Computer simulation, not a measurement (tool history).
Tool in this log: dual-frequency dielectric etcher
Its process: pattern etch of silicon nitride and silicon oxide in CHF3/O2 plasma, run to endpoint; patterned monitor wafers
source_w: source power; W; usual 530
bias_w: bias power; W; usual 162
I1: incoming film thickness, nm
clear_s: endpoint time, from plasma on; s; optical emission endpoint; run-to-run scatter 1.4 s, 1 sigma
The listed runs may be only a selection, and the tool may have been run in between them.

run 1 hour=0.0 | source_w=530 bias_w=162 | I1=202.4 | clear_s=161.1
run 2 hour=33.1 | source_w=530 bias_w=162 | I1=206.2 | clear_s=164.8
run 3 hour=66.6 | source_w=530 bias_w=162 | I1=203.5 | clear_s=161.4
run 4 hour=88.4 | source_w=530 bias_w=162 | I1=208.3 | clear_s=166.5
run 5 hour=103.0 | source_w=530 bias_w=133 | I1=205.2 | clear_s=172.3
run 6 hour=115.3 | source_w=530 bias_w=133 | I1=204.9 | clear_s=169.7
run 7 hour=150.8 | source_w=530 bias_w=133 | I1=207.3 | clear_s=175.4
run 8 hour=181.7 | source_w=480 bias_w=191 | I1=205.0 | clear_s=162.6
run 9 hour=206.5 | source_w=480 bias_w=191 | I1=203.8 | clear_s=158.9
run 10 hour=220.5 | source_w=530 bias_w=162 | I1=206.3 | clear_s=166.4
run 11 hour=252.7 | source_w=530 bias_w=162 | I1=206.2 | clear_s=166.2
run 12 hour=278.7 | source_w=530 bias_w=162 | I1=205.1 | clear_s=167.2
run 13 hour=313.0 | source_w=600 bias_w=162 | I1=204.3 | clear_s=160.8
run 14 hour=325.5 | source_w=620 bias_w=201 | I1=206.8 | clear_s=151.0
run 15 hour=358.5 | source_w=530 bias_w=199 | I1=204.5 | clear_s=157.1
run 16 hour=378.8 | source_w=580 bias_w=191 | I1=206.7 | clear_s=155.9
run 17 hour=410.8 | source_w=650 bias_w=137 | I1=207.1 | clear_s=165.9
run 18 hour=426.9 | source_w=490 bias_w=162 | I1=203.9 | clear_s=169.4
-- hour=431.0 bias power generator calibrated
-- hour=436.1 source power generator calibrated
run 19 hour=461.5 | source_w=530 bias_w=162 | I1=205.2 | clear_s=165.5
run 20 hour=492.5 | source_w=480 bias_w=136 | I1=206.3 | clear_s=184.6
-- hour=522.3 wet clean of the chamber
run 21 hour=522.8 | source_w=450 bias_w=162 | I1=205.4 | clear_s=170.0
run 22 hour=548.6 | source_w=530 bias_w=133 | I1=204.7 | clear_s=168.0
run 23 hour=560.6 | source_w=530 bias_w=162 | I1=205.1 | clear_s=160.6
run 24 hour=594.1 | source_w=600 bias_w=139 | I1=206.8 | clear_s=165.5
run 25 hour=618.4 | source_w=420 bias_w=150 | I1=205.9 | clear_s=176.4
-- hour=669.5 upper electrode replaced
run 26 hour=714.8 | source_w=430 bias_w=139 | I1=205.0 | clear_s=179.6
run 27 hour=729.9 | source_w=430 bias_w=191 | I1=206.6 | clear_s=169.1
run 28 hour=748.2 | source_w=630 bias_w=144 | I1=204.1 | clear_s=157.3
run 29 hour=768.8 | source_w=530 bias_w=151 | I1=207.0 | clear_s=167.0
run 30 hour=789.6 | source_w=500 bias_w=129 | I1=206.5 | clear_s=179.4
run 31 hour=825.1 | source_w=620 bias_w=162 | I1=205.1 | clear_s=156.9
run 32 hour=848.2 | source_w=490 bias_w=131 | I1=206.8 | clear_s=178.4
run 33 hour=863.8 | source_w=530 bias_w=162 | I1=204.5 | clear_s=165.4
run 34 hour=880.4 | source_w=640 bias_w=135 | I1=205.6 | clear_s=163.4
run 35 hour=897.9 | source_w=580 bias_w=162 | I1=205.7 | clear_s=161.6
run 36 hour=924.5 | source_w=640 bias_w=162 | I1=205.4 | clear_s=158.0

Below are 3 alternative next runs, each starting from the tool's condition after run 36. Predict each:
run A hour=925.0 | source_w=530 bias_w=196 | I1=206.6 | clear_s=?
run B hour=925.0 | source_w=600 bias_w=198 | I1=206.6 | clear_s=?
run C hour=925.0 | source_w=460 bias_w=183 | I1=206.6 | clear_s=?

run=A clear_s=158.1
run=B clear_s=151.7
run=C clear_s=168.4
With the hidden condition removed and each run's random variation left untouched, the same runs would have given:
run=A clear_s=154.8
run=B clear_s=148.5
run=C clear_s=164.9
